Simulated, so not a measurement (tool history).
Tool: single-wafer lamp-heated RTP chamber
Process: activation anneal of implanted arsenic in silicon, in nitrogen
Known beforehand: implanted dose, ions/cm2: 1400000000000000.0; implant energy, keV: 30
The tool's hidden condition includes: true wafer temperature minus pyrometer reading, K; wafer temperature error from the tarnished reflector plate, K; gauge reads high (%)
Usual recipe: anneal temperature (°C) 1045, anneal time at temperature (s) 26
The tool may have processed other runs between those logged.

run   hour  anneal temperature (°C)  anneal time at temperature (s)  wafers since the last listed run  wafers since the last pyrometer calibration  wafers since the reflector plate was cleaned  hours since the gauge calibration  read-back reference wafer on the same gauge, sheet resistance  sheet resistance of the implanted and annealed layer (ohm/square)
  1      0                     1045                              20                                 0                                         3142                                          2835                                459                                                          96.93                                                             103.78
  2   29.3                     1045                              20                               369                                         3512                                          3205                              488.3                                                          96.95                                                             104.22
  3   45.4                     1045                              20                               203                                         3715                                          3409                              504.4                                                          96.79                                                                103
  4   74.7                     1045                              26                               369                                         4085                                          3778                              533.7                                                          97.13                                                             100.77
  5    101                     1060                              26                               332                                         4417                                          4110                                560                                                             97                                                              97.42
  6    125                     1060                              26                               302                                         4720                                          4413                                584                                                          97.01                                                              97.09
  7  154.9                     1060                              26                               377                                         5098                                          4791                              613.9                                                           96.9                                                               96.5
  8  187.2                     1045                              37                               407                                         5505                                          5199                              646.2                                                          97.01                                                              96.46
     210.3  -- pyrometer window cleaned and pyrometer calibrated
  9  217.4                     1045                              37                               280                                           90                                          5479                              676.4                                                          96.93                                                              98.97
     244.5  -- reflector plate cleaned
 10  252.6                     1045                              37                               343                                          433                                           102                              711.6                                                           97.1                                                              99.19
 11  283.6                     1045                              26                               391                                          824                                           493                              742.6                                                          97.14                                                              102.3
 12  301.4                     1037                              26                               224                                         1049                                           718                              760.4                                                          97.17                                                             104.51
 13  316.6                     1037                              26                               191                                         1241                                           910                              775.6                                                          97.07                                                             104.82
 14  331.3                     1037                              26                               185                                         1427                                          1095                              790.3                                                          96.96                                                             104.16
 15  354.4                     1045                              26                               291                                         1718                                          1387                              813.4                                                          96.98                                                             101.63
 16  377.6                     1045                              26                               292                                         2011                                          1680                              836.6                                                          96.83                                                             102.06
 17  410.8                     1061                              32                               419                                         2430                                          2099                              869.8                                                          96.94                                                              96.32
 18  427.7                     1066                              38                               213                                         2644                                          2312                              886.7                                                          97.15                                                              93.78

Run 19 comes next. What will it give?
 19  441.3                     1069                              19                               171                                         2815                                          2484                              900.3                                                              ?                                                                  ?

Run 19 produced read-back reference wafer on the same gauge, sheet resistance 97.01, sheet resistance of the implanted and annealed layer (ohm/square) 99.23.
Take away the tool's hidden state, keep the run-to-run variation as it was, and the same run would have given sheet resistance of the implanted and annealed layer (ohm/square) 101.09.

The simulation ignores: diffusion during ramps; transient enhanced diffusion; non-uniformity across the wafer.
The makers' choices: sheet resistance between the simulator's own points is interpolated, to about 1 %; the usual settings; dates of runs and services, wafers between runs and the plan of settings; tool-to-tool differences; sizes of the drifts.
